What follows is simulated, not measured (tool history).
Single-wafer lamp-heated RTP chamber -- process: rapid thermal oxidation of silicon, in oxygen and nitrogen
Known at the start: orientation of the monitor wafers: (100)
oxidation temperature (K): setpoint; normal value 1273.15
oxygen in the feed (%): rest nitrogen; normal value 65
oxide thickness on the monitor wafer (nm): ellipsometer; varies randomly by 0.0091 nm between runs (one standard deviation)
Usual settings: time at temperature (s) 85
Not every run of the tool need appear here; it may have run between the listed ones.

| run | hour | oxidation temperature (K) | time at temperature (s) | oxygen in the feed (%) | wafers since the last listed run | wafers since the last pyrometer calibration | hours since the oxygen flow controller was replaced | hours since the gauge calibration | read-back reference wafer on the same gauge, thickness | oxide thickness on the monitor wafer (nm) |
|---|---|---|---|---|---|---|---|---|---|---|
| 1 | 0 | 1283.15 | 85 | 65 | 0 | 995 | 3755.5 | 7.4 | 6.693 | 6.581 |
| 2 | 7.7 | 1273.15 | 108 | 65 | 35 | 1031 | 3763.2 | 15.1 | 6.691 | 6.834 |
| 3 | 14.3 | 1273.15 | 108 | 65 | 30 | 1061 | 3769.8 | 21.7 | 6.688 | 6.849 |
| 4 | 29 | 1273.15 | 108 | 65 | 67 | 1129 | 3784.5 | 36.4 | 6.691 | 6.857 |
| 5 | 36.9 | 1273.15 | 85 | 65 | 36 | 1165 | 3792.4 | 44.3 | 6.693 | 6.175 |
| 6 | 44 | 1264.15 | 85 | 65 | 32 | 1198 | 3799.5 | 51.4 | 6.693 | 5.792 |
| 7 | 53.1 | 1264.15 | 85 | 65 | 41 | 1240 | 3808.6 | 60.5 | 6.693 | 5.791 |
| 8 | 63.6 | 1273.15 | 85 | 65 | 48 | 1288 | 3819.1 | 71 | 6.69 | 6.181 |
| 9 | 77.1 | 1273.15 | 85 | 51 | 62 | 1350 | 3832.6 | 84.5 | 6.691 | 5.676 |
| 10 | 94.5 | 1273.15 | 56 | 65 | 80 | 1430 | 3850 | 101.9 | 6.688 | 5.156 |
| 11 | 106.1 | 1273.15 | 56 | 65 | 53 | 1484 | 3861.6 | 113.5 | 6.689 | 5.172 |
|  | 120.2 | oxygen flow controller replaced |
| 12 | 120.7 | 1244.15 | 126 | 65 | 30 | 1514 | 0.5 | 128.1 | 6.691 | 5.983 |
| 13 | 129.3 | 1290.15 | 63 | 65 | 39 | 1554 | 9.1 | 136.7 | 6.691 | 6.17 |
|  | 142.9 | pyrometer window cleaned and pyrometer calibrated |
| 14 | 146.6 | 1273.15 | 85 | 51 | 42 | 17 | 26.4 | 154 | 6.69 | 5.574 |
| 15 | 161.9 | 1260.15 | 47 | 65 | 70 | 87 | 41.7 | 169.3 | 6.689 | 4.295 |
| 16 | 170.3 | 1256.15 | 53 | 65 | 38 | 126 | 50.1 | 177.7 | 6.69 | 4.375 |
|  | 180.8 | gauge calibrated |
| 17 | 181.9 | 1273.15 | 85 | 65 | 53 | 179 | 61.7 | 1.1 | 6.694 | 6.048 |
| 18 | 188.2 | 1250.15 | 55 | 44 | 29 | 208 | 68 | 7.4 | 6.69 | 3.798 |
| 19 | 206.2 | 1290.15 | 107 | 65 | 82 | 291 | 86 | 25.4 | 6.69 | 7.583 |
| 20 | 219.8 | 1273.15 | 85 | 65 | 62 | 354 | 99.6 | 39 | 6.688 | 6.06 |
| 21 | 231.4 | 1253.15 | 123 | 74 | 53 | 407 | 111.2 | 50.6 | 6.688 | 6.45 |
| 22 | 247.2 | 1258.15 | 55 | 65 | 72 | 480 | 127 | 66.4 | 6.694 | 4.518 |

Some steps in oxide thickness on the monitor wafer (nm) between neighbouring runs. How much of each would the tool show without its hidden state too (settings, what came in, random variation), and how much is left for the hidden state, with any gauge scatter that isn't in both results?
Unlogged tool condition in this case: true wafer temperature minus pyrometer reading, K; deviation of the oxygen flow from its setpoint, %; gauge reads high (%).
Run 11 -> 12: oxidation temperature (K) 1273.15 -> 1244.15, time at temperature (s) 56 -> 126, oxygen flow controller replaced. oxide thickness on the monitor wafer (nm) +0.811: hidden state +0.041, all else +0.77.
Run 13 -> 14: oxidation temperature (K) 1290.15 -> 1273.15, time at temperature (s) 63 -> 85, oxygen in the feed (%) 65 -> 51, pyrometer window cleaned and pyrometer calibrated. oxide thickness on the monitor wafer (nm) -0.596: hidden state -0.173, all else -0.423.
Run 17 -> 18: oxidation temperature (K) 1273.15 -> 1250.15, time at temperature (s) 85 -> 55, oxygen in the feed (%) 65 -> 44. oxide thickness on the monitor wafer (nm) -2.25: hidden state -0.001, all else -2.249.
Run 18 -> 19: oxidation temperature (K) 1250.15 -> 1290.15, time at temperature (s) 55 -> 107, oxygen in the feed (%) 44 -> 65. oxide thickness on the monitor wafer (nm) +3.785: hidden state +0.006, all else +3.779.

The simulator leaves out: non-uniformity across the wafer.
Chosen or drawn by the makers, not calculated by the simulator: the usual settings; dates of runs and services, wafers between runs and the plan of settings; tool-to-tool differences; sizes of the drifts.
